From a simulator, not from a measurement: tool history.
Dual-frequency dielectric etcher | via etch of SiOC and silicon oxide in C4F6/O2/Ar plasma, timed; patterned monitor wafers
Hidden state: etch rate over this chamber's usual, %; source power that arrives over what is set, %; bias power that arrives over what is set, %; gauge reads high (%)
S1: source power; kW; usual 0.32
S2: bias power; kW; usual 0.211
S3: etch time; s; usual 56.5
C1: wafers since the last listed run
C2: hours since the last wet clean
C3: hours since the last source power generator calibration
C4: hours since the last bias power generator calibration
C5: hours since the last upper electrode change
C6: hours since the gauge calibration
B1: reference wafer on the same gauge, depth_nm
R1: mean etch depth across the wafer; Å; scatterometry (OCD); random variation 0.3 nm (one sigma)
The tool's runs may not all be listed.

run   hour    S1     S2    S3   C1     C2      C3      C4      C5     C6    B1   R1
  1      0  0.28  0.211    49    0  169.8  4708.9  1731.1  3865.7  241.2  54.3  514
  2   15.5  0.28  0.211    49  123  185.3  4724.4  1746.6  3881.2  256.7  54.4  519
  3   33.3  0.32  0.211  56.5  141  203.1  4742.2  1764.4    3899  274.5  54.4  626
  4   57.5  0.32  0.211  56.5  192  227.3  4766.4  1788.6  3923.2  298.7  54.4  622
  5     84  0.32  0.211  56.5  210  253.8  4792.9  1815.1  3949.7  325.2  54.4  618
  6  113.5  0.32  0.211  56.5  234  283.3  4822.4  1844.6  3979.2  354.7  54.5  614
  7  129.5  0.32  0.211  56.5  127  299.3  4838.4  1860.6  3995.2  370.7  54.4  614
  8  144.3  0.26  0.211  56.5  117  314.1  4853.2  1875.4    4010  385.5  54.4  566
  9  172.8  0.26  0.211  56.5  226  342.6  4881.7  1903.9  4038.5    414  54.4  570
 10    200  0.26  0.211  56.5  215  369.8  4908.9  1931.1  4065.7  441.2  54.4  564
     220.2  -- source power generator calibrated
     226.2  -- wet clean of the chamber
     231.9  -- upper electrode replaced, of another model than before
 11  232.4  0.32  0.211  56.5  132    6.2    12.2  1963.5     0.5  473.6  54.3  642
     241.3  -- gauge calibrated
 12  248.8  0.32  0.225  56.5  130   22.6    28.6  1979.9    16.9    7.5  54.3  663
 13  267.7  0.32  0.211  56.5  150   41.5    47.5  1998.8    35.8   26.4  54.4  645
 14  298.8  0.25  0.211  47.5  246   72.6    78.6  2029.9    66.9   57.5  54.4  462
 15  322.1   0.3  0.232    51  184   95.9   101.9  2053.2    90.2   80.8  54.4  580
 16    358  0.29  0.258  64.5  284  131.8   137.8  2089.1   126.1  116.7  54.3  740
 17  374.4  0.32  0.211  56.5  130  148.2   154.2  2105.5   142.5  133.1  54.5  630
 18  409.9  0.35  0.247  51.5  281  183.7   189.7    2141     178  168.6  54.4  647
 19  432.1  0.32  0.211  56.5  176  205.9   211.9  2163.2   200.2  190.8  54.5  634
 20  444.3  0.32  0.196  56.5   96  218.1   224.1  2175.4   212.4    203  54.5  609
     470.4  -- bias power generator calibrated
 21  472.5  0.32  0.211  56.5  192  246.3   252.3     2.1   240.6  231.2  54.4  621
 22  489.9  0.26  0.211  56.5  138  263.7   269.7    19.5     258  248.6  54.4  548
 23  514.3  0.32  0.245  56.5  193  288.1   294.1    43.9   282.4    273  54.4  659
 24  543.9  0.32  0.211  56.5  234  317.7   323.7    73.5     312  302.6  54.4  619
 25  561.6  0.32  0.211  41.5  140  335.4   341.4    91.2   329.7  320.3  54.4  454
     591.1  -- wet clean of the chamber
 26  591.6  0.28  0.173  61.5   47    0.5   371.4   121.2   359.7  350.3  54.4  589
 27  605.7  0.39  0.211  49.5  111   14.6   385.5   135.3   373.8  364.4  54.4  630

3 ways to go on from here, each from the tool as it stands after run 27. What would each give?
  A  606.1  0.32  0.211  56.5   3  15  385.9  135.7  374.2  364.8   ?   ?
  B  606.1  0.36  0.188    69   3  15  385.9  135.7  374.2  364.8   ?   ?
  C  606.1  0.36  0.195  56.5   3  15  385.9  135.7  374.2  364.8   ?   ?

run    B1   R1
  A  54.6  649
  B  54.6  805
  C  54.6  669
Without the tool's hidden state the same runs would have given:
run   R1
  A  648
  B  804
  C  669

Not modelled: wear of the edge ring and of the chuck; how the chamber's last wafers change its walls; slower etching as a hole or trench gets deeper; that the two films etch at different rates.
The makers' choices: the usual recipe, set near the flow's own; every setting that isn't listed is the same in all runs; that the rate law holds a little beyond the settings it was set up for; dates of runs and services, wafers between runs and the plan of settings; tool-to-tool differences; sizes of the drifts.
